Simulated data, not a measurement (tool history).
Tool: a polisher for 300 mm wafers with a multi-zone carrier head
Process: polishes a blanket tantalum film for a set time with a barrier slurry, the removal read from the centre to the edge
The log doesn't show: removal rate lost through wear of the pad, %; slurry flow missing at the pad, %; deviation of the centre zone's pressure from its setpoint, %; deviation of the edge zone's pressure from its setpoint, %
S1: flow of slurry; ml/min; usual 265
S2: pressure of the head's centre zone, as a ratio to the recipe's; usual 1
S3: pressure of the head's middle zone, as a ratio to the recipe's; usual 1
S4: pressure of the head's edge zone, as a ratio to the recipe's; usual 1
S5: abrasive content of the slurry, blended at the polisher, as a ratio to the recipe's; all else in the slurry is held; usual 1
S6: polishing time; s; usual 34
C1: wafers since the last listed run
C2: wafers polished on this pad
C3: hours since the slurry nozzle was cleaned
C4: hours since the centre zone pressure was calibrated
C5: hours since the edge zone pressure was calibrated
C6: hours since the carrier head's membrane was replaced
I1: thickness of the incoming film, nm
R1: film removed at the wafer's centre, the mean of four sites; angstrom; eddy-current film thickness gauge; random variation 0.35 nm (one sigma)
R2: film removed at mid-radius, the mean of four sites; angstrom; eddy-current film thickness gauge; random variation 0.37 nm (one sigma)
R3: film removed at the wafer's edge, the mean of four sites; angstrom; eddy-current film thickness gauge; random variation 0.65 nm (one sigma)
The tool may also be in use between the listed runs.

{"run": 1, "day": 0.0, "S1": 230, "S2": 1, "S3": 1, "S4": 1, "S5": 1, "S6": 34, "C1": 0, "C2": 1350, "C3": 68.4, "C4": 991.1, "C5": 585.1, "C6": 976.2, "I1": 403.5, "R1": 510, "R2": 508, "R3": 517}
{"run": 2, "day": 2.996, "S1": 230, "S2": 1, "S3": 1, "S4": 1, "S5": 1, "S6": 34, "C1": 637, "C2": 1987, "C3": 140.3, "C4": 1063, "C5": 657, "C6": 1048.1, "I1": 405.7, "R1": 515, "R2": 510, "R3": 517}
{"day": 3.262, "done": "carrier head's membrane replaced by a new one"}
{"run": 3, "day": 5.388, "S1": 330, "S2": 1, "S3": 1, "S4": 1, "S5": 1, "S6": 26, "C1": 464, "C2": 2451, "C3": 197.7, "C4": 1120.4, "C5": 714.4, "C6": 51, "I1": 407.8, "R1": 405, "R2": 410, "R3": 409}
{"day": 5.8, "done": "edge zone pressure recalibrated"}
{"run": 4, "day": 6.729, "S1": 330, "S2": 1, "S3": 1, "S4": 1, "S5": 1, "S6": 26, "C1": 267, "C2": 2719, "C3": 229.9, "C4": 1152.6, "C5": 22.3, "C6": 83.2, "I1": 404.1, "R1": 408, "R2": 415, "R3": 402}
{"day": 6.983, "done": "worn pad replaced by a new one"}
{"run": 5, "day": 7.871, "S1": 310, "S2": 1, "S3": 1, "S4": 0.94, "S5": 1, "S6": 34, "C1": 207, "C2": 188, "C3": 257.3, "C4": 1180, "C5": 49.7, "C6": 110.6, "I1": 401.9, "R1": 533, "R2": 525, "R3": 521}
{"day": 9.454, "done": "slurry nozzle cleaned"}
{"run": 6, "day": 10.779, "S1": 310, "S2": 1, "S3": 1, "S4": 0.94, "S5": 1, "S6": 34, "C1": 609, "C2": 798, "C3": 31.8, "C4": 1249.8, "C5": 119.5, "C6": 180.4, "I1": 397.5, "R1": 526, "R2": 530, "R3": 523}
{"day": 11.917, "done": "centre zone pressure recalibrated"}
{"run": 7, "day": 13.079, "S1": 310, "S2": 1, "S3": 1, "S4": 0.94, "S5": 1, "S6": 34, "C1": 471, "C2": 1270, "C3": 87, "C4": 27.9, "C5": 174.7, "C6": 235.6, "I1": 406.1, "R1": 524, "R2": 528, "R3": 522}
{"run": 8, "day": 14.325, "S1": 265, "S2": 1, "S3": 0.89, "S4": 1, "S5": 1, "S6": 34, "C1": 264, "C2": 1535, "C3": 116.9, "C4": 57.8, "C5": 204.6, "C6": 265.5, "I1": 399.8, "R1": 522, "R2": 470, "R3": 532}
{"run": 9, "day": 16.538, "S1": 265, "S2": 1, "S3": 1, "S4": 1, "S5": 1, "S6": 34, "C1": 470, "C2": 2005, "C3": 170, "C4": 110.9, "C5": 257.7, "C6": 318.6, "I1": 402, "R1": 521, "R2": 516, "R3": 528}
{"run": 10, "day": 19.283, "S1": 265, "S2": 0.94, "S3": 0.94, "S4": 1, "S5": 0.8, "S6": 34, "C1": 583, "C2": 2589, "C3": 235.9, "C4": 176.8, "C5": 323.6, "C6": 384.5, "I1": 397.7, "R1": 461, "R2": 467, "R3": 513}
{"run": 11, "day": 20.488, "S1": 220, "S2": 1, "S3": 0.88, "S4": 1, "S5": 1, "S6": 34, "C1": 256, "C2": 2845, "C3": 264.8, "C4": 205.7, "C5": 352.5, "C6": 413.4, "I1": 399.3, "R1": 500, "R2": 458, "R3": 512}
{"day": 21.45, "done": "worn pad replaced by a new one"}
{"run": 12, "day": 22.725, "S1": 265, "S2": 1.07, "S3": 1, "S4": 1, "S5": 1, "S6": 34, "C1": 440, "C2": 271, "C3": 318.5, "C4": 259.4, "C5": 406.2, "C6": 467.1, "I1": 400.9, "R1": 558, "R2": 519, "R3": 537}
{"day": 23.404, "done": "slurry nozzle cleaned"}
{"run": 13, "day": 25.229, "S1": 230, "S2": 1, "S3": 1, "S4": 1, "S5": 1, "S6": 34, "C1": 523, "C2": 795, "C3": 43.8, "C4": 319.5, "C5": 466.3, "C6": 527.2, "I1": 396.5, "R1": 511, "R2": 509, "R3": 517}
{"run": 14, "day": 26.583, "S1": 265, "S2": 1, "S3": 1, "S4": 1, "S5": 1, "S6": 45, "C1": 288, "C2": 1083, "C3": 76.3, "C4": 352, "C5": 498.8, "C6": 559.7, "I1": 399.3, "R1": 687, "R2": 692, "R3": 693}
{"run": 15, "day": 28.771, "S1": 265, "S2": 1, "S3": 1, "S4": 1, "S5": 1, "S6": 34, "C1": 465, "C2": 1548, "C3": 128.8, "C4": 404.5, "C5": 551.3, "C6": 612.2, "I1": 394.6, "R1": 521, "R2": 521, "R3": 525}
{"run": 16, "day": 29.846, "S1": 265, "S2": 1, "S3": 1, "S4": 1, "S5": 1.25, "S6": 34, "C1": 228, "C2": 1777, "C3": 154.6, "C4": 430.3, "C5": 577.1, "C6": 638, "I1": 393.9, "R1": 541, "R2": 548, "R3": 558}
{"run": 17, "day": 31.938, "S1": 265, "S2": 1, "S3": 1, "S4": 0.93, "S5": 1, "S6": 40, "C1": 444, "C2": 2222, "C3": 204.8, "C4": 480.5, "C5": 627.3, "C6": 688.2, "I1": 401.9, "R1": 612, "R2": 607, "R3": 588}
{"run": 18, "day": 34.354, "S1": 265, "S2": 1.1, "S3": 1, "S4": 1, "S5": 1.25, "S6": 34, "C1": 513, "C2": 2735, "C3": 262.8, "C4": 538.5, "C5": 685.3, "C6": 746.2, "I1": 397.9, "R1": 599, "R2": 548, "R3": 548}
{"day": 35.229, "done": "worn pad replaced by a new one"}
{"day": 35.483, "done": "edge zone pressure recalibrated"}
{"run": 19, "day": 36.712, "S1": 265, "S2": 1.09, "S3": 1, "S4": 1, "S5": 1.2, "S6": 34, "C1": 448, "C2": 297, "C3": 319.4, "C4": 595.1, "C5": 29.5, "C6": 802.8, "I1": 403.4, "R1": 593, "R2": 542, "R3": 561}
{"day": 38.038, "done": "slurry nozzle cleaned"}
{"run": 20, "day": 45.304, "S1": 290, "S2": 1, "S3": 1, "S4": 1, "S5": 1, "S6": 25, "C1": 1818, "C2": 2115, "C3": 174.4, "C4": 801.3, "C5": 235.7, "C6": 1009, "I1": 403.9, "R1": 384, "R2": 388, "R3": 394}
{"day": 46.671, "done": "worn pad replaced by a new one"}
{"run": 21, "day": 47.279, "S1": 325, "S2": 1.04, "S3": 1, "S4": 0.9, "S5": 1, "S6": 44, "C1": 384, "C2": 128, "C3": 221.8, "C4": 848.7, "C5": 283.1, "C6": 1056.4, "I1": 398.5, "R1": 725, "R2": 695, "R3": 664}
{"run": 22, "day": 48.767, "S1": 265, "S2": 1, "S3": 1, "S4": 1, "S5": 1, "S6": 34, "C1": 316, "C2": 445, "C3": 257.5, "C4": 884.4, "C5": 318.8, "C6": 1092.1, "I1": 397.6, "R1": 518, "R2": 521, "R3": 536}

The tool's hidden state at each run:
removal rate lost through wear of the pad, %: 0 in every run
slurry flow missing at the pad, %: 0 in every run
deviation of the centre zone's pressure from its setpoint, %: 0 in every run
deviation of the edge zone's pressure from its setpoint, %: 0 in every run
